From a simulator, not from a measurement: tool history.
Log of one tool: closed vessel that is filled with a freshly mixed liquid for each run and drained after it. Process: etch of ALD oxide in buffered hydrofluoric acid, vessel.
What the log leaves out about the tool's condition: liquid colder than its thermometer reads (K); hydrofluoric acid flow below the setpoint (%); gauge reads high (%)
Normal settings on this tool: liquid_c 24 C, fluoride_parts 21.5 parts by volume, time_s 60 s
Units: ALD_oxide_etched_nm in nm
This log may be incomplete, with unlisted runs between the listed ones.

run	hour	liquid_c	fluoride_parts	time_s	wafers since the last listed run	hours since the thermometer was replaced	hours since the hydrofluoric acid flow meter was replaced	hours since the gauge calibration	read-back film thickness of the ALD oxide reference wafer, read on the same gauge (nm)	ALD_oxide_etched_nm
1	0	24	24.5	85	0	499	841.7	436.3	150	71.22
2	49.8	24	21.5	60	5910	548.8	891.5	486.1	149.99	54.08
3	83.7	24	21.5	60	4023	582.7	925.4	520	149.99	54.41
# hour 86.9: hydrofluoric acid flow meter replaced
4	144.1	24	21.5	50	7049	643.1	57.2	580.4	150.02	45.51
5	190.3	24	21.5	50	5483	689.3	103.4	626.6	150.01	44.85
# hour 211.2: thermometer replaced
6	234.7	24	21.5	60	5150	23.5	147.8	671	149.99	57.51
7	286.8	24	21.5	60	6183	75.6	199.9	723.1	150	56.92
8	352.9	24	21.5	60	7845	141.7	266	789.2	150	56.5
9	408.1	24	21.5	60	6551	196.9	321.2	844.4	150	56.36
10	448.8	24	21.5	60	4830	237.6	361.9	885.1	150.01	56.09
11	508.4	24	21.5	60	7073	297.2	421.5	944.7	150	55.45
# hour 512.6: gauge calibrated
12	557.1	24	21.5	60	5779	345.9	470.2	44.5	150	55.99
13	611.5	24	21.5	60	6456	400.3	524.6	98.9	150.01	55.29
14	635.8	27	17	30	2884	424.6	548.9	123.2	150	40.47
15	677.7	21.5	19	50	4972	466.5	590.8	165.1	150	44.46
16	715.4	24	21.5	60	4474	504.2	628.5	202.8	150	54.84
17	754.3	24	21.5	60	4616	543.1	667.4	241.7	149.99	55.06
18	783.8	24	21.5	60	3501	572.6	696.9	271.2	149.98	54.96
# hour 800.3: hydrofluoric acid flow meter replaced
19	845.1	27	16.5	50	7156	633.9	44.8	332.5	149.99	68.41
20	913.6	26	13	80	8129	702.4	113.3	401	150.03	129.25
# hour 915.2: thermometer replaced
21	939.3	24	26.5	60	2931	24.1	139	426.7	150.01	49.4
22	983.6	19.5	29.5	30	5257	68.4	183.3	471	149.99	17.78
23	1047.8	24	21.5	60	7619	132.6	247.5	535.2	149.99	57.33
24	1093.7	24	21.5	60	5447	178.5	293.4	581.1	149.98	56.8
25	1161.4	24	30	60	8034	246.2	361.1	648.8	149.99	44.62
26	1221	24	28	60	7073	305.8	420.7	708.4	149.99	46.92

Difference, measured minus no-hidden-state, one row per run. Run-to-run variation is common to both terms; the gauge's own scatter need not be:
run	ALD_oxide_etched_nm
1	-3.94
2	-3.25
3	-3.42
4	-3.11
5	-3.22
6	-0.41
7	-0.66
8	-0.94
9	-1.19
10	-1.37
11	-1.64
12	-1.91
13	-2.13
14	-1.59
15	-1.97
16	-2.58
17	-2.79
18	-2.91
19	-3.9
20	-8.14
21	-0.22
22	-0.15
23	-0.76
24	-0.97
25	-1.02
26	-1.31
